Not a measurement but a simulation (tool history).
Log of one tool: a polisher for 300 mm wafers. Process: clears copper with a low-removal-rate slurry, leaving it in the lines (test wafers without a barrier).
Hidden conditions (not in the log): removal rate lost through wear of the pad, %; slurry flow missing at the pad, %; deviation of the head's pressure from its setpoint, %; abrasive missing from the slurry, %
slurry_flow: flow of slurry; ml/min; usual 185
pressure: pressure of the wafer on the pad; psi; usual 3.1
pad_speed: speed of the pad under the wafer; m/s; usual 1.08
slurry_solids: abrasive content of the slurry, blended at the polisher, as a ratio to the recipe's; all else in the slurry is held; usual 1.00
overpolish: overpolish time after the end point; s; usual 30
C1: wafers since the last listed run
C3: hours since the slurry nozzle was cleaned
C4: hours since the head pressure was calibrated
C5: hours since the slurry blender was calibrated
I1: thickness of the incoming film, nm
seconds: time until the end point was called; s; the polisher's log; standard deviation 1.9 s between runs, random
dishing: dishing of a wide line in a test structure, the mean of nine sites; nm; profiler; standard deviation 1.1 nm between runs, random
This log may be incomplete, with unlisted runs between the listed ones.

run 1 hour=0.0 | slurry_flow=185 pressure=3.1 pad_speed=1.08 slurry_solids=0.80 overpolish=30 | C1=0 wafers_polished_on_this_pad=2371 C3=312.3 C4=20.0 C5=4.9 | I1=376.3 | seconds=123.9 dishing=51.7
-- hour=28.4 worn pad replaced by a new one
-- hour=68.6 slurry nozzle cleaned
run 2 hour=92.7 | slurry_flow=185 pressure=3.1 pad_speed=1.08 slurry_solids=0.80 overpolish=30 | C1=628 wafers_polished_on_this_pad=453 C3=24.1 C4=112.7 C5=97.6 | I1=386.8 | seconds=115.2 dishing=55.2
run 3 hour=188.5 | slurry_flow=185 pressure=3.1 pad_speed=1.08 slurry_solids=1.00 overpolish=30 | C1=687 wafers_polished_on_this_pad=1140 C3=119.9 C4=208.5 C5=193.4 | I1=380.5 | seconds=112.8 dishing=56.6
run 4 hour=240.9 | slurry_flow=185 pressure=3.1 pad_speed=1.08 slurry_solids=1.00 overpolish=30 | C1=375 wafers_polished_on_this_pad=1516 C3=172.3 C4=260.9 C5=245.8 | I1=383.0 | seconds=114.4 dishing=56.5
-- hour=339.0 worn pad replaced by a new one
-- hour=339.4 slurry blender recalibrated
run 5 hour=340.2 | slurry_flow=185 pressure=3.1 pad_speed=1.08 slurry_solids=1.00 overpolish=30 | C1=680 wafers_polished_on_this_pad=5 C3=271.6 C4=360.2 C5=0.8 | I1=375.1 | seconds=104.1 dishing=58.9
run 6 hour=438.9 | slurry_flow=185 pressure=3.5 pad_speed=1.08 slurry_solids=1.00 overpolish=30 | C1=707 wafers_polished_on_this_pad=713 C3=370.3 C4=458.9 C5=99.5 | I1=374.1 | seconds=99.2 dishing=60.4
-- hour=504.0 slurry nozzle cleaned
run 7 hour=532.2 | slurry_flow=185 pressure=3.5 pad_speed=1.08 slurry_solids=1.00 overpolish=30 | C1=661 wafers_polished_on_this_pad=1375 C3=28.2 C4=552.2 C5=192.8 | I1=382.1 | seconds=103.3 dishing=59.4
run 8 hour=615.2 | slurry_flow=185 pressure=3.7 pad_speed=1.08 slurry_solids=1.00 overpolish=30 | C1=595 wafers_polished_on_this_pad=1970 C3=111.2 C4=635.2 C5=275.8 | I1=379.4 | seconds=100.7 dishing=62.9
-- hour=694.8 worn pad replaced by a new one
-- hour=696.9 slurry blender recalibrated
-- hour=704.9 head pressure recalibrated
run 9 hour=734.1 | slurry_flow=185 pressure=3.1 pad_speed=1.08 slurry_solids=1.00 overpolish=30 | C1=795 wafers_polished_on_this_pad=252 C3=230.1 C4=29.2 C5=37.2 | I1=384.3 | seconds=106.3 dishing=55.4
run 10 hour=780.2 | slurry_flow=185 pressure=3.1 pad_speed=1.08 slurry_solids=1.00 overpolish=30 | C1=330 wafers_polished_on_this_pad=583 C3=276.2 C4=75.3 C5=83.3 | I1=375.3 | seconds=108.5 dishing=55.1
run 11 hour=869.0 | slurry_flow=185 pressure=3.6 pad_speed=1.08 slurry_solids=1.25 overpolish=30 | C1=636 wafers_polished_on_this_pad=1220 C3=365.0 C4=164.1 C5=172.1 | I1=379.9 | seconds=97.5 dishing=62.1
-- hour=893.2 slurry nozzle cleaned
run 12 hour=914.4 | slurry_flow=185 pressure=3.1 pad_speed=0.82 slurry_solids=1.00 overpolish=30 | C1=318 wafers_polished_on_this_pad=1538 C3=21.2 C4=209.5 C5=217.5 | I1=379.5 | seconds=138.3 dishing=46.3
run 13 hour=1013.0 | slurry_flow=185 pressure=3.1 pad_speed=1.08 slurry_solids=0.80 overpolish=30 | C1=707 wafers_polished_on_this_pad=2245 C3=119.8 C4=308.1 C5=316.1 | I1=373.8 | seconds=117.6 dishing=52.6
-- hour=1015.5 slurry blender recalibrated
-- hour=1023.4 worn pad replaced by a new one
run 14 hour=1104.8 | slurry_flow=185 pressure=3.1 pad_speed=1.08 slurry_solids=1.00 overpolish=30 | C1=615 wafers_polished_on_this_pad=583 C3=211.6 C4=399.9 C5=89.3 | I1=381.6 | seconds=112.2 dishing=56.8
run 15 hour=1206.7 | slurry_flow=185 pressure=3.1 pad_speed=1.24 slurry_solids=1.25 overpolish=30 | C1=730 wafers_polished_on_this_pad=1314 C3=313.5 C4=501.8 C5=191.2 | I1=380.5 | seconds=98.1 dishing=61.1
run 16 hour=1246.3 | slurry_flow=185 pressure=3.1 pad_speed=1.08 slurry_solids=0.85 overpolish=30 | C1=283 wafers_polished_on_this_pad=1598 C3=353.1 C4=541.4 C5=230.8 | I1=385.1 | seconds=123.7 dishing=53.3
-- hour=1271.0 slurry nozzle cleaned
-- hour=1302.4 slurry blender recalibrated
run 17 hour=1302.9 | slurry_flow=245 pressure=3.1 pad_speed=1.08 slurry_solids=1.00 overpolish=30 | C1=384 wafers_polished_on_this_pad=1982 C3=31.9 C4=598.0 C5=0.5 | I1=376.0 | seconds=115.6 dishing=53.9
-- hour=1339.9 worn pad replaced by a new one
run 18 hour=1390.9 | slurry_flow=240 pressure=4.1 pad_speed=1.08 slurry_solids=1.10 overpolish=30 | C1=602 wafers_polished_on_this_pad=365 C3=119.9 C4=686.0 C5=88.5 | I1=373.5 | seconds=78.4 dishing=72.8
-- hour=1470.1 head pressure recalibrated
run 19 hour=1488.1 | slurry_flow=220 pressure=3.1 pad_speed=1.08 slurry_solids=1.00 overpolish=30 | C1=682 wafers_polished_on_this_pad=1048 C3=217.1 C4=18.0 C5=185.7 | I1=384.5 | seconds=112.4 dishing=57.2
run 20 hour=1533.1 | slurry_flow=185 pressure=3.4 pad_speed=1.08 slurry_solids=1.00 overpolish=35 | C1=322 wafers_polished_on_this_pad=1371 C3=262.1 C4=63.0 C5=230.7 | I1=377.1 | seconds=105.5 dishing=64.2
-- hour=1632.3 worn pad replaced by a new one
run 21 hour=1633.0 | slurry_flow=185 pressure=3.1 pad_speed=1.08 slurry_solids=1.15 overpolish=30 | C1=687 wafers_polished_on_this_pad=4 C3=362.0 C4=162.9 C5=330.6 | I1=375.4 | seconds=100.0 dishing=59.8

Predict each of these 5 candidate next runs independently; none follows another, all start after run 21:
run A hour=1633.5 | slurry_flow=185 pressure=3.1 pad_speed=1.08 slurry_solids=1.00 overpolish=30 | C1=3 wafers_polished_on_this_pad=8 C3=362.5 C4=163.4 C5=331.1 | I1=386.1 | seconds=? dishing=?
run B hour=1633.5 | slurry_flow=235 pressure=2.7 pad_speed=1.08 slurry_solids=1.00 overpolish=30 | C1=3 wafers_polished_on_this_pad=8 C3=362.5 C4=163.4 C5=331.1 | I1=386.1 | seconds=? dishing=?
run C hour=1633.5 | slurry_flow=185 pressure=2.6 pad_speed=1.30 slurry_solids=0.75 overpolish=14 | C1=3 wafers_polished_on_this_pad=8 C3=362.5 C4=163.4 C5=331.1 | I1=386.1 | seconds=? dishing=?
run D hour=1633.5 | slurry_flow=185 pressure=3.1 pad_speed=1.08 slurry_solids=1.00 overpolish=15 | C1=3 wafers_polished_on_this_pad=8 C3=362.5 C4=163.4 C5=331.1 | I1=386.1 | seconds=? dishing=?
run E hour=1633.5 | slurry_flow=185 pressure=3.9 pad_speed=1.28 slurry_solids=1.00 overpolish=21 | C1=3 wafers_polished_on_this_pad=8 C3=362.5 C4=163.4 C5=331.1 | I1=386.1 | seconds=? dishing=?

run=A seconds=104.8 dishing=57.3
run=B seconds=115.6 dishing=53.2
run=C seconds=111.7 dishing=30.7
run=D seconds=104.8 dishing=34.5
run=E seconds=74.3 dishing=57.7
The same runs, with their run-to-run variation unchanged, on a tool lacking any hidden condition would have given:
run=A seconds=103.6 dishing=57.7
run=B seconds=114.4 dishing=53.6
run=C seconds=110.5 dishing=31.0
run=D seconds=103.6 dishing=34.8
run=E seconds=73.5 dishing=58.1
